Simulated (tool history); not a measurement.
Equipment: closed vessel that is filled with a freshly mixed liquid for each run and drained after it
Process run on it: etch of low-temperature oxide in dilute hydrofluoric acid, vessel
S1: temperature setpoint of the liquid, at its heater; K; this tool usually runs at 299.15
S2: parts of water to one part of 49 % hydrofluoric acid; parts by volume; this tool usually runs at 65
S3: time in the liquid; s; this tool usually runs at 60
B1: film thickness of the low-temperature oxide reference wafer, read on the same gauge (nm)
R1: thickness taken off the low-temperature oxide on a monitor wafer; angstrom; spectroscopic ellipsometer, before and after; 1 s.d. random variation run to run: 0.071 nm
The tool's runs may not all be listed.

{"run": 1, "hour": 0.0, "S1": 299.15, "S2": 65, "S3": 60, "B1": 69.97, "R1": 241.7}
{"run": 2, "hour": 34.9, "S1": 299.15, "S2": 65, "S3": 60, "B1": 69.98, "R1": 242.1}
{"run": 3, "hour": 56.8, "S1": 299.15, "S2": 65, "S3": 60, "B1": 70.01, "R1": 240.7}
{"run": 4, "hour": 81.2, "S1": 301.15, "S2": 65, "S3": 60, "B1": 70.0, "R1": 260.9}
{"run": 5, "hour": 101.7, "S1": 301.15, "S2": 65, "S3": 60, "B1": 69.98, "R1": 260.6}
{"run": 6, "hour": 131.9, "S1": 301.15, "S2": 65, "S3": 60, "B1": 70.02, "R1": 260.1}
{"run": 7, "hour": 147.3, "S1": 299.15, "S2": 65, "S3": 60, "B1": 69.99, "R1": 241.0}
{"run": 8, "hour": 164.2, "S1": 299.15, "S2": 65, "S3": 60, "B1": 70.0, "R1": 239.7}
{"run": 9, "hour": 192.6, "S1": 299.15, "S2": 65, "S3": 60, "B1": 70.0, "R1": 241.0}
{"hour": 205.2, "done": "hydrofluoric acid flow meter replaced"}
{"run": 10, "hour": 225.8, "S1": 299.15, "S2": 65, "S3": 60, "B1": 70.03, "R1": 248.1}
{"run": 11, "hour": 245.2, "S1": 299.15, "S2": 65, "S3": 60, "B1": 70.03, "R1": 247.4}
{"run": 12, "hour": 266.2, "S1": 299.15, "S2": 65, "S3": 60, "B1": 69.99, "R1": 248.9}
{"run": 13, "hour": 290.7, "S1": 298.15, "S2": 45, "S3": 60, "B1": 70.0, "R1": 352.8}
{"hour": 310.0, "done": "gauge calibrated"}
{"run": 14, "hour": 314.0, "S1": 298.15, "S2": 45, "S3": 60, "B1": 70.0, "R1": 354.0}
{"hour": 325.4, "done": "thermometer replaced"}
{"run": 15, "hour": 340.9, "S1": 299.15, "S2": 80, "S3": 60, "B1": 70.01, "R1": 187.6}
{"run": 16, "hour": 374.0, "S1": 299.15, "S2": 65, "S3": 60, "B1": 69.96, "R1": 237.3}
{"run": 17, "hour": 396.8, "S1": 295.15, "S2": 90, "S3": 45, "B1": 70.0, "R1": 105.2}
{"run": 18, "hour": 425.6, "S1": 299.15, "S2": 65, "S3": 60, "B1": 70.01, "R1": 233.9}
{"run": 19, "hour": 452.4, "S1": 299.15, "S2": 45, "S3": 30, "B1": 70.0, "R1": 174.7}
{"run": 20, "hour": 468.7, "S1": 302.15, "S2": 45, "S3": 60, "B1": 70.01, "R1": 394.4}
{"run": 21, "hour": 504.0, "S1": 296.15, "S2": 45, "S3": 50, "B1": 70.01, "R1": 258.0}
{"run": 22, "hour": 539.3, "S1": 297.65, "S2": 45, "S3": 40, "B1": 70.01, "R1": 219.0}
{"run": 23, "hour": 567.5, "S1": 303.65, "S2": 50, "S3": 95, "B1": 69.99, "R1": 589.5}
{"run": 24, "hour": 589.5, "S1": 302.65, "S2": 40, "S3": 60, "B1": 70.0, "R1": 454.2}
{"run": 25, "hour": 604.9, "S1": 296.15, "S2": 50, "S3": 95, "B1": 69.99, "R1": 438.5}
{"run": 26, "hour": 640.6, "S1": 299.15, "S2": 90, "S3": 80, "B1": 70.01, "R1": 218.4}
{"run": 27, "hour": 671.9, "S1": 299.15, "S2": 40, "S3": 60, "B1": 70.0, "R1": 393.5}
{"run": 28, "hour": 703.5, "S1": 302.65, "S2": 80, "S3": 90, "B1": 70.01, "R1": 318.7}
{"run": 29, "hour": 716.6, "S1": 299.15, "S2": 65, "S3": 60, "B1": 70.02, "R1": 233.4}
{"run": 30, "hour": 751.6, "S1": 299.15, "S2": 35, "S3": 90, "B1": 69.97, "R1": 677.7}
{"hour": 778.8, "done": "hydrofluoric acid flow meter replaced"}
{"run": 31, "hour": 779.1, "S1": 295.15, "S2": 65, "S3": 90, "B1": 70.01, "R1": 304.7}
{"run": 32, "hour": 792.5, "S1": 297.15, "S2": 65, "S3": 60, "B1": 70.0, "R1": 220.4}
{"run": 33, "hour": 822.1, "S1": 299.15, "S2": 65, "S3": 60, "B1": 69.96, "R1": 239.4}

Subtracting, for every run, the result it would have given without the tool's unlogged condition from the measured result gives the following. The same run-to-run variation enters both numbers; the gauge's scatter may not:
What the log doesn't record here: liquid hotter than its thermometer reads (K); hydrofluoric acid flow below the setpoint (%); gauge reads high (%).
run=1 R1=+4.7
run=2 R1=+4.6
run=3 R1=+4.5
run=4 R1=+4.4
run=5 R1=+4.3
run=6 R1=+4.1
run=7 R1=+4.0
run=8 R1=+3.9
run=9 R1=+3.8
run=10 R1=+12.0
run=11 R1=+11.9
run=12 R1=+11.9
run=13 R1=+17.2
run=14 R1=+17.0
run=15 R1=-0.9
run=16 R1=-1.2
run=17 R1=-0.6
run=18 R1=-1.4
run=19 R1=-1.0
run=20 R1=-2.7
run=21 R1=-1.8
run=22 R1=-1.7
run=23 R1=-5.4
run=24 R1=-4.3
run=25 R1=-4.1
run=26 R1=-2.5
run=27 R1=-4.1
run=28 R1=-4.1
run=29 R1=-2.8
run=30 R1=-8.1
run=31 R1=+4.0
run=32 R1=+2.7
run=33 R1=+2.8

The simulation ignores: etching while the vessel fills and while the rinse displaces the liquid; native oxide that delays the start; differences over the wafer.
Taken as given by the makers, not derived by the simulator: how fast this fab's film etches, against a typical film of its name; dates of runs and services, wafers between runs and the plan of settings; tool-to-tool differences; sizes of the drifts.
